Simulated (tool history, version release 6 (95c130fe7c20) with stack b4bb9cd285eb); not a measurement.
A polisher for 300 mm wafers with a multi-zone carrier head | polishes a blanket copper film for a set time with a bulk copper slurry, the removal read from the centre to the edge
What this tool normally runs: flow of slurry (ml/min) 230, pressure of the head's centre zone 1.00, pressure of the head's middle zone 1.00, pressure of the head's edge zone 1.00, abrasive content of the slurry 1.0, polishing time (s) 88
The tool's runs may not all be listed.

| run | hour | flow of slurry (ml/min) | pressure of the head's centre zone | pressure of the head's middle zone | pressure of the head's edge zone | abrasive content of the slurry | polishing time (s) | wafers since the last listed run | wafers polished on this pad | hours since the slurry nozzle was cleaned | hours since the centre zone pressure was calibrated | hours since the edge zone pressure was calibrated | hours since the carrier head's membrane was replaced | incoming thickness of the incoming film, nm | film removed at the wafer's centre (angstrom) | film removed at mid-radius (angstrom) | film removed at the wafer's edge (angstrom) |
|---|---|---|---|---|---|---|---|---|---|---|---|---|---|---|---|---|---|
| 1 | 0.0 | 230 | 0.96 | 1.00 | 1.00 | 1.0 | 103 | 0 | 287 | 165.2 | 503.3 | 1541.0 | 1332.5 | 2183.1 | 6008 | 6408 | 6558 |
| 2 | 15.4 | 230 | 0.96 | 1.00 | 1.00 | 1.0 | 103 | 158 | 446 | 180.6 | 518.7 | 1556.4 | 1347.9 | 2142.7 | 6027 | 6327 | 6369 |
| 3 | 24.6 | 230 | 0.96 | 1.00 | 1.00 | 1.0 | 103 | 94 | 541 | 189.8 | 527.9 | 1565.6 | 1357.1 | 2182.6 | 5902 | 6270 | 6355 |
| 4 | 37.8 | 230 | 1.00 | 1.00 | 1.03 | 1.0 | 88 | 136 | 677 | 203.0 | 541.1 | 1578.8 | 1370.3 | 2158.1 | 5190 | 5217 | 5434 |
| 5 | 55.5 | 230 | 1.00 | 1.00 | 1.03 | 1.0 | 88 | 182 | 859 | 220.7 | 558.8 | 1596.5 | 1388.0 | 2179.7 | 5017 | 5123 | 5318 |
| 6 | 67.4 | 230 | 1.00 | 1.00 | 1.03 | 1.0 | 88 | 122 | 982 | 232.6 | 570.7 | 1608.4 | 1399.9 | 2203.4 | 5009 | 5062 | 5211 |
|  | 79.1 | carrier head's membrane replaced by a new one |
| 7 | 82.0 | 230 | 0.95 | 1.00 | 1.00 | 0.9 | 88 | 98 | 1081 | 247.2 | 585.3 | 1623.0 | 2.9 | 2190.5 | 4543 | 4826 | 4930 |
|  | 90.6 | worn pad replaced by a new one |
| 8 | 91.1 | 230 | 1.00 | 1.00 | 1.00 | 1.0 | 88 | 52 | 4 | 256.3 | 594.4 | 1632.1 | 12.0 | 2202.6 | 5446 | 5433 | 5622 |
|  | 94.9 | centre zone pressure recalibrated |
| 9 | 106.0 | 230 | 1.00 | 1.00 | 1.00 | 1.0 | 88 | 132 | 137 | 271.2 | 11.1 | 1647.0 | 26.9 | 2202.0 | 5229 | 5385 | 5469 |
|  | 117.2 | edge zone pressure recalibrated |
| 10 | 117.7 | 230 | 1.00 | 1.00 | 1.00 | 1.0 | 88 | 99 | 237 | 282.9 | 22.8 | 0.5 | 38.6 | 2159.2 | 5310 | 5287 | 5454 |
| 11 | 132.6 | 230 | 1.00 | 1.00 | 1.00 | 1.2 | 88 | 153 | 391 | 297.8 | 37.7 | 15.4 | 53.5 | 2202.3 | 5348 | 5439 | 5633 |
| 12 | 145.7 | 285 | 0.89 | 0.92 | 1.00 | 1.0 | 98 | 134 | 526 | 310.9 | 50.8 | 28.5 | 66.6 | 2164.4 | 5243 | 5440 | 6015 |
| 13 | 162.6 | 230 | 1.00 | 1.00 | 1.00 | 1.0 | 88 | 174 | 700 | 327.8 | 67.7 | 45.4 | 83.5 | 2226.5 | 4918 | 4943 | 5152 |
| 14 | 173.1 | 175 | 1.00 | 1.00 | 1.00 | 1.0 | 88 | 108 | 808 | 338.3 | 78.2 | 55.9 | 94.0 | 2156.9 | 4318 | 4495 | 4839 |

Estimate the outcome of run 15 from the log above:
|  | 180.7 | slurry nozzle cleaned |
| 15 | 186.1 | 230 | 1.00 | 1.05 | 1.04 | 0.9 | 88 | 123 | 932 | 5.4 | 91.2 | 68.9 | 107.0 | 2147.9 | ? | ? | ? |

For run 15 the tool returned film removed at the wafer's centre (angstrom) 5107, film removed at mid-radius (angstrom) 5350, film removed at the wafer's edge (angstrom) 5388.
The same run, on a tool lacking any hidden state, would have yielded film removed at the wafer's centre (angstrom) 5587, film removed at mid-radius (angstrom) 5852, film removed at the wafer's edge (angstrom) 5892.
